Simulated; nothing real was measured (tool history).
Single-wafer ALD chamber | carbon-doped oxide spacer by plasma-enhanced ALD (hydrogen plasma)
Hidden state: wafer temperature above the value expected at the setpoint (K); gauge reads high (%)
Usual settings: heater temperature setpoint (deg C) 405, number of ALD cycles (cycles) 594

run     day  heater temperature setpoint (deg C)  number of ALD cycles (cycles)  wafers since the last listed run  hours since the last thermocouple change  hours since the gauge calibration  read-back reference wafer on the same gauge, thickness_nm  mean film thickness on the monitor wafer (angstrom)
  1       0                                  405                            594                                 0                                    2162.3                             1022.4                                                     23.674                                               291.57
  2   1.775                                  405                            594                                37                                    2204.9                               1065                                                     23.702                                               292.43
  3   5.612                                  405                            594                                80                                      2297                             1157.1                                                     23.722                                               291.11
  4   9.508                                  405                            594                                81                                    2390.5                             1250.6                                                     23.675                                               292.91
  5  11.396                                  401                            518                                39                                    2435.8                             1295.9                                                     23.711                                               254.52
  6  13.617                                  401                            518                                46                                    2489.1                             1349.2                                                     23.681                                               254.28
  7  17.175                                  405                            594                                74                                    2574.5                             1434.6                                                     23.708                                                292.9
  8  20.142                                  395                            681                                62                                    2645.7                             1505.8                                                     23.706                                               335.75
  9  23.788                                  395                            681                                76                                    2733.2                             1593.3                                                     23.714                                               334.98
 10  27.746                                  395                            681                                83                                    2828.2                             1688.3                                                      23.69                                               335.94
     29.621  -- thermocouple changed; heater temperature recalibrated
 11  30.496                                  398                            594                                50                                        21                             1754.3                                                     23.697                                               291.72
 12  33.179                                  398                            594                                56                                      85.4                             1818.7                                                     23.699                                               290.84
     35.458  -- gauge calibrated
 13  36.225                                  409                            702                                64                                     158.5                               18.4                                                     23.679                                               335.77
 14  39.683                                  405                            594                                72                                     241.5                              101.4                                                     23.714                                               286.56
 15  42.121                                  397                            678                                51                                       300                              159.9                                                     23.688                                               332.21
 16    45.9                                  390                            660                                79                                     390.7                              250.6                                                     23.701                                               324.81
 17  49.792                                  405                            707                                81                                     484.1                                344                                                     23.709                                               342.36
 18  51.871                                  405                            594                                43                                       534                              393.9                                                     23.706                                               287.22
 19  55.738                                  409                            656                                81                                     626.8                              486.7                                                     23.703                                               314.91
 20  59.867                                  405                            594                                86                                     725.9                              585.8                                                     23.723                                               287.57
 21  62.779                                  415                            682                                61                                     795.8                              655.7                                                     23.711                                               319.65
 22  64.779                                  392                            660                                42                                     843.8                              703.7                                                     23.703                                               324.04
 23  68.708                                  405                            594                                82                                     938.1                                798                                                     23.716                                               287.79
 24  70.738                                  405                            594                                42                                     986.8                              846.7                                                       23.7                                               287.67
 25   73.75                                  395                            699                                63                                    1059.1                                919                                                     23.666                                               342.35

3 ways to go on from here, each from the tool as it stands after run 25. What would each give?
  A  73.804                                  399                            594                                 1                                    1060.4                              920.3                                                          ?                                                    ?
  B  73.804                                  411                            642                                 1                                    1060.4                              920.3                                                          ?                                                    ?
  C  73.804                                  393                            486                                 1                                    1060.4                              920.3                                                          ?                                                    ?

run  read-back reference wafer on the same gauge, thickness_nm  mean film thickness on the monitor wafer (angstrom)
  A                                                     23.685                                               291.54
  B                                                     23.685                                               304.71
  C                                                     23.685                                               238.53
Without the tool's hidden state the same runs would have given:
run  mean film thickness on the monitor wafer (angstrom)
  A                                               291.54
  B                                                303.9
  C                                               238.53
